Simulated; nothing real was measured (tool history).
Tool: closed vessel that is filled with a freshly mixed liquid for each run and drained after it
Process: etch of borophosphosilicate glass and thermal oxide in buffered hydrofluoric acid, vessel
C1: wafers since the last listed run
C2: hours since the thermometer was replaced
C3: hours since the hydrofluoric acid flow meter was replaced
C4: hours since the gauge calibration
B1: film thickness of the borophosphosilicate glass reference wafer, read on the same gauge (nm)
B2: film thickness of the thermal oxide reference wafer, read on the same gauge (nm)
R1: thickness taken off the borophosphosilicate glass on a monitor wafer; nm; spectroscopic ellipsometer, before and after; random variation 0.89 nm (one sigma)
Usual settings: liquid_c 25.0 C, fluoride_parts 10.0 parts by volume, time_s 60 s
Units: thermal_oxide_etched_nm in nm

{"run": 1, "hour": 0.0, "liquid_c": 25.0, "fluoride_parts": 10.0, "time_s": 60, "C1": 0, "C2": 2436.2, "C3": 1101.4, "C4": 155.3, "B1": 50.01, "B2": 60.01, "R1": 204.04, "thermal_oxide_etched_nm": 89.12}
{"run": 2, "hour": 11.5, "liquid_c": 25.0, "fluoride_parts": 10.0, "time_s": 60, "C1": 1161, "C2": 2447.7, "C3": 1112.9, "C4": 166.8, "B1": 50.0, "B2": 60.0, "R1": 204.13, "thermal_oxide_etched_nm": 88.72}
{"run": 3, "hour": 26.3, "liquid_c": 25.0, "fluoride_parts": 11.0, "time_s": 60, "C1": 1494, "C2": 2462.5, "C3": 1127.7, "C4": 181.6, "B1": 49.97, "B2": 60.01, "R1": 187.91, "thermal_oxide_etched_nm": 81.67}
{"run": 4, "hour": 39.7, "liquid_c": 25.0, "fluoride_parts": 10.0, "time_s": 60, "C1": 1353, "C2": 2475.9, "C3": 1141.1, "C4": 195.0, "B1": 49.99, "B2": 60.01, "R1": 205.09, "thermal_oxide_etched_nm": 89.59}
{"run": 5, "hour": 56.0, "liquid_c": 25.0, "fluoride_parts": 10.0, "time_s": 60, "C1": 1646, "C2": 2492.2, "C3": 1157.4, "C4": 211.3, "B1": 49.99, "B2": 59.99, "R1": 206.19, "thermal_oxide_etched_nm": 89.32}
{"run": 6, "hour": 67.7, "liquid_c": 23.0, "fluoride_parts": 10.0, "time_s": 60, "C1": 1181, "C2": 2503.9, "C3": 1169.1, "C4": 223.0, "B1": 49.99, "B2": 59.99, "R1": 183.14, "thermal_oxide_etched_nm": 80.12}
{"run": 7, "hour": 79.8, "liquid_c": 23.0, "fluoride_parts": 10.0, "time_s": 60, "C1": 1222, "C2": 2516.0, "C3": 1181.2, "C4": 235.1, "B1": 49.99, "B2": 60.03, "R1": 182.35, "thermal_oxide_etched_nm": 80.71}
{"run": 8, "hour": 95.0, "liquid_c": 25.0, "fluoride_parts": 10.0, "time_s": 60, "C1": 1535, "C2": 2531.2, "C3": 1196.4, "C4": 250.3, "B1": 50.01, "B2": 59.99, "R1": 205.03, "thermal_oxide_etched_nm": 89.43}
{"run": 9, "hour": 102.0, "liquid_c": 25.0, "fluoride_parts": 10.0, "time_s": 60, "C1": 707, "C2": 2538.2, "C3": 1203.4, "C4": 257.3, "B1": 50.0, "B2": 59.96, "R1": 203.13, "thermal_oxide_etched_nm": 89.75}
{"hour": 109.7, "done": "hydrofluoric acid flow meter replaced"}
{"run": 10, "hour": 110.4, "liquid_c": 25.0, "fluoride_parts": 10.0, "time_s": 60, "C1": 747, "C2": 2546.6, "C3": 0.7, "C4": 265.7, "B1": 50.02, "B2": 59.98, "R1": 206.27, "thermal_oxide_etched_nm": 89.26}
{"hour": 117.1, "done": "gauge calibrated"}
{"run": 11, "hour": 127.1, "liquid_c": 26.5, "fluoride_parts": 7.0, "time_s": 60, "C1": 1686, "C2": 2563.3, "C3": 17.4, "C4": 10.0, "B1": 49.98, "B2": 60.03, "R1": 311.26, "thermal_oxide_etched_nm": 135.96}
{"run": 12, "hour": 174.2, "liquid_c": 30.0, "fluoride_parts": 11.0, "time_s": 60, "C1": 4757, "C2": 2610.4, "C3": 64.5, "C4": 57.1, "B1": 50.03, "B2": 60.01, "R1": 241.23, "thermal_oxide_etched_nm": 105.96}
{"run": 13, "hour": 187.8, "liquid_c": 25.0, "fluoride_parts": 10.0, "time_s": 60, "C1": 1373, "C2": 2624.0, "C3": 78.1, "C4": 70.7, "B1": 49.96, "B2": 59.99, "R1": 209.09, "thermal_oxide_etched_nm": 89.82}
{"hour": 204.3, "done": "thermometer replaced"}
{"run": 14, "hour": 205.2, "liquid_c": 25.0, "fluoride_parts": 12.0, "time_s": 40, "C1": 1656, "C2": 0.9, "C3": 95.5, "C4": 88.1, "B1": 49.98, "B2": 60.01, "R1": 98.85, "thermal_oxide_etched_nm": 43.52}
{"run": 15, "hour": 217.6, "liquid_c": 25.0, "fluoride_parts": 12.0, "time_s": 40, "C1": 1252, "C2": 13.3, "C3": 107.9, "C4": 100.5, "B1": 50.0, "B2": 60.01, "R1": 99.01, "thermal_oxide_etched_nm": 43.38}
{"run": 16, "hour": 230.1, "liquid_c": 25.0, "fluoride_parts": 10.0, "time_s": 60, "C1": 1262, "C2": 25.8, "C3": 120.4, "C4": 113.0, "B1": 49.98, "B2": 60.01, "R1": 178.78, "thermal_oxide_etched_nm": 77.71}
{"run": 17, "hour": 237.2, "liquid_c": 25.0, "fluoride_parts": 10.0, "time_s": 60, "C1": 717, "C2": 32.9, "C3": 127.5, "C4": 120.1, "B1": 50.0, "B2": 59.99, "R1": 176.97, "thermal_oxide_etched_nm": 78.16}
{"run": 18, "hour": 248.5, "liquid_c": 25.0, "fluoride_parts": 10.0, "time_s": 40, "C1": 1141, "C2": 44.2, "C3": 138.8, "C4": 131.4, "B1": 49.98, "B2": 59.99, "R1": 117.96, "thermal_oxide_etched_nm": 51.63}
{"run": 19, "hour": 263.3, "liquid_c": 27.0, "fluoride_parts": 11.0, "time_s": 70, "C1": 1494, "C2": 59.0, "C3": 153.6, "C4": 146.2, "B1": 49.98, "B2": 60.02, "R1": 210.64, "thermal_oxide_etched_nm": 92.93}
{"run": 20, "hour": 278.4, "liquid_c": 28.0, "fluoride_parts": 13.5, "time_s": 60, "C1": 1525, "C2": 74.1, "C3": 168.7, "C4": 161.3, "B1": 49.99, "B2": 60.01, "R1": 155.53, "thermal_oxide_etched_nm": 68.19}
{"run": 21, "hour": 292.2, "liquid_c": 23.5, "fluoride_parts": 12.5, "time_s": 45, "C1": 1393, "C2": 87.9, "C3": 182.5, "C4": 175.1, "B1": 50.01, "B2": 60.0, "R1": 99.94, "thermal_oxide_etched_nm": 43.4}
{"run": 22, "hour": 300.9, "liquid_c": 20.5, "fluoride_parts": 12.5, "time_s": 70, "C1": 878, "C2": 96.6, "C3": 191.2, "C4": 183.8, "B1": 50.02, "B2": 60.0, "R1": 130.65, "thermal_oxide_etched_nm": 57.47}
{"run": 23, "hour": 307.9, "liquid_c": 25.0, "fluoride_parts": 10.0, "time_s": 60, "C1": 707, "C2": 103.6, "C3": 198.2, "C4": 190.8, "B1": 50.02, "B2": 60.03, "R1": 179.55, "thermal_oxide_etched_nm": 78.01}

Some steps in R1 between neighbouring runs. How much of each would the tool show without its hidden state too (settings, what came in, random variation), and how much is left for the hidden state, with any gauge scatter that isn't in both results?
The hidden state here: liquid hotter than its thermometer reads (K); hydrofluoric acid flow below the setpoint (%); gauge reads high (%).
Run 10 -> 11: liquid_c 25.0 -> 26.5, fluoride_parts 10.0 -> 7.0, gauge calibrated. R1 +104.99 nm: hidden state +14.89, all else +90.10.
Run 13 -> 14: fluoride_parts 10.0 -> 12.0, time_s 60 -> 40, thermometer replaced. R1 -110.24 nm: hidden state -29.65, all else -80.59.
